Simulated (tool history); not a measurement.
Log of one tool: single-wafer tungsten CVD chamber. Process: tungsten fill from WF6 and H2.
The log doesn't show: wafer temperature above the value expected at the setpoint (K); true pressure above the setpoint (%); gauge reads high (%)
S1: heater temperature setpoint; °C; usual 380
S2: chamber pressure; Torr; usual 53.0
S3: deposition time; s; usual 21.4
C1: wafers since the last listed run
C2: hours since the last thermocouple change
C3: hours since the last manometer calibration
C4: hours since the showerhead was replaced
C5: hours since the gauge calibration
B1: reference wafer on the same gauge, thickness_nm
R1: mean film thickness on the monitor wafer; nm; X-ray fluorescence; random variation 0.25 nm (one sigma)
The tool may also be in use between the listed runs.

{"run": 1, "hour": 0.0, "S1": 377, "S2": 53.0, "S3": 21.4, "C1": 0, "C2": 1005.0, "C3": 2273.4, "C4": 4816.3, "C5": 97.6, "B1": 49.895, "R1": 51.935}
{"run": 2, "hour": 61.9, "S1": 377, "S2": 53.0, "S3": 21.4, "C1": 1172, "C2": 1066.9, "C3": 2335.3, "C4": 4878.2, "C5": 159.5, "B1": 49.916, "R1": 51.382}
{"run": 3, "hour": 128.0, "S1": 380, "S2": 53.0, "S3": 21.4, "C1": 1252, "C2": 1133.0, "C3": 2401.4, "C4": 4944.3, "C5": 225.6, "B1": 49.855, "R1": 54.416}
{"run": 4, "hour": 188.8, "S1": 380, "S2": 53.0, "S3": 21.4, "C1": 1151, "C2": 1193.8, "C3": 2462.2, "C4": 5005.1, "C5": 286.4, "B1": 49.91, "R1": 53.406}
{"run": 5, "hour": 213.4, "S1": 380, "S2": 53.0, "S3": 21.4, "C1": 466, "C2": 1218.4, "C3": 2486.8, "C4": 5029.7, "C5": 311.0, "B1": 49.94, "R1": 53.47}
{"run": 6, "hour": 273.6, "S1": 380, "S2": 53.0, "S3": 21.4, "C1": 1140, "C2": 1278.6, "C3": 2547.0, "C4": 5089.9, "C5": 371.2, "B1": 49.916, "R1": 53.88}
{"run": 7, "hour": 337.6, "S1": 380, "S2": 53.0, "S3": 21.4, "C1": 1212, "C2": 1342.6, "C3": 2611.0, "C4": 5153.9, "C5": 435.2, "B1": 49.89, "R1": 53.247}
{"hour": 380.2, "done": "capacitance manometer re-zeroed and calibrated"}
{"run": 8, "hour": 381.9, "S1": 380, "S2": 53.0, "S3": 21.4, "C1": 687, "C2": 1386.9, "C3": 1.7, "C4": 5198.2, "C5": 479.5, "B1": 49.894, "R1": 53.393}
{"run": 9, "hour": 445.5, "S1": 386, "S2": 53.0, "S3": 21.4, "C1": 1204, "C2": 1450.5, "C3": 65.3, "C4": 5261.8, "C5": 543.1, "B1": 49.921, "R1": 58.956}
{"hour": 483.0, "done": "thermocouple changed; heater temperature recalibrated"}
{"run": 10, "hour": 483.5, "S1": 386, "S2": 53.0, "S3": 21.4, "C1": 568, "C2": 0.5, "C3": 103.3, "C4": 5299.8, "C5": 581.1, "B1": 49.87, "R1": 63.421}
{"run": 11, "hour": 516.3, "S1": 386, "S2": 53.0, "S3": 21.4, "C1": 621, "C2": 33.3, "C3": 136.1, "C4": 5332.6, "C5": 613.9, "B1": 49.915, "R1": 63.011}
{"run": 12, "hour": 582.6, "S1": 380, "S2": 53.0, "S3": 21.4, "C1": 1256, "C2": 99.6, "C3": 202.4, "C4": 5398.9, "C5": 680.2, "B1": 49.882, "R1": 56.688}
{"run": 13, "hour": 608.7, "S1": 393, "S2": 63.1, "S3": 23.2, "C1": 494, "C2": 125.7, "C3": 228.5, "C4": 5425.0, "C5": 706.3, "B1": 49.915, "R1": 85.649}
{"hour": 685.4, "done": "showerhead replaced, of another model than before"}
{"run": 14, "hour": 698.4, "S1": 372, "S2": 43.4, "S3": 18.1, "C1": 1547, "C2": 215.4, "C3": 318.2, "C4": 13.0, "C5": 796.0, "B1": 49.895, "R1": 37.654}
{"run": 15, "hour": 741.7, "S1": 367, "S2": 39.9, "S3": 17.8, "C1": 820, "C2": 258.7, "C3": 361.5, "C4": 56.3, "C5": 839.3, "B1": 49.863, "R1": 32.415}
{"run": 16, "hour": 785.7, "S1": 371, "S2": 65.4, "S3": 22.5, "C1": 833, "C2": 302.7, "C3": 405.5, "C4": 100.3, "C5": 883.3, "B1": 49.883, "R1": 55.237}
{"run": 17, "hour": 815.5, "S1": 393, "S2": 45.2, "S3": 21.4, "C1": 564, "C2": 332.5, "C3": 435.3, "C4": 130.1, "C5": 913.1, "B1": 49.919, "R1": 64.971}
{"hour": 873.6, "done": "gauge calibrated"}
{"run": 18, "hour": 876.8, "S1": 368, "S2": 42.6, "S3": 21.4, "C1": 1161, "C2": 393.8, "C3": 496.6, "C4": 191.4, "C5": 3.2, "B1": 49.94, "R1": 40.346}
{"run": 19, "hour": 908.9, "S1": 380, "S2": 56.9, "S3": 23.1, "C1": 608, "C2": 425.9, "C3": 528.7, "C4": 223.5, "C5": 35.3, "B1": 49.906, "R1": 62.823}
{"run": 20, "hour": 963.5, "S1": 380, "S2": 53.0, "S3": 21.4, "C1": 1034, "C2": 480.5, "C3": 583.3, "C4": 278.1, "C5": 89.9, "B1": 49.894, "R1": 55.95}
{"run": 21, "hour": 1001.3, "S1": 380, "S2": 53.0, "S3": 23.2, "C1": 716, "C2": 518.3, "C3": 621.1, "C4": 315.9, "C5": 127.7, "B1": 49.855, "R1": 60.412}
{"run": 22, "hour": 1061.3, "S1": 380, "S2": 53.0, "S3": 21.4, "C1": 1136, "C2": 578.3, "C3": 681.1, "C4": 375.9, "C5": 187.7, "B1": 49.9, "R1": 55.581}
{"run": 23, "hour": 1104.6, "S1": 393, "S2": 63.9, "S3": 19.4, "C1": 820, "C2": 621.6, "C3": 724.4, "C4": 419.2, "C5": 231.0, "B1": 49.907, "R1": 68.789}

5 ways to go on from here, each from the tool as it stands after run 23. What would each give?
{"run": "A", "hour": 1105.0, "S1": 380, "S2": 53.0, "S3": 21.4, "C1": 7, "C2": 622.0, "C3": 724.8, "C4": 419.6, "C5": 231.4, "B1": "?", "R1": "?"}
{"run": "B", "hour": 1105.0, "S1": 389, "S2": 59.0, "S3": 23.1, "C1": 7, "C2": 622.0, "C3": 724.8, "C4": 419.6, "C5": 231.4, "B1": "?", "R1": "?"}
{"run": "C", "hour": 1105.0, "S1": 372, "S2": 53.0, "S3": 18.4, "C1": 7, "C2": 622.0, "C3": 724.8, "C4": 419.6, "C5": 231.4, "B1": "?", "R1": "?"}
{"run": "D", "hour": 1105.0, "S1": 387, "S2": 53.0, "S3": 19.0, "C1": 7, "C2": 622.0, "C3": 724.8, "C4": 419.6, "C5": 231.4, "B1": "?", "R1": "?"}
{"run": "E", "hour": 1105.0, "S1": 390, "S2": 57.8, "S3": 21.4, "C1": 7, "C2": 622.0, "C3": 724.8, "C4": 419.6, "C5": 231.4, "B1": "?", "R1": "?"}

run=A B1=49.905 R1=56.080
run=B B1=49.905 R1=74.558
run=C B1=49.905 R1=41.606
run=D B1=49.905 R1=56.367
run=E B1=49.905 R1=69.617
Without the tool's hidden state the same runs would have given:
run=A R1=57.478
run=B R1=76.347
run=C R1=42.666
run=D R1=57.727
run=E R1=71.283

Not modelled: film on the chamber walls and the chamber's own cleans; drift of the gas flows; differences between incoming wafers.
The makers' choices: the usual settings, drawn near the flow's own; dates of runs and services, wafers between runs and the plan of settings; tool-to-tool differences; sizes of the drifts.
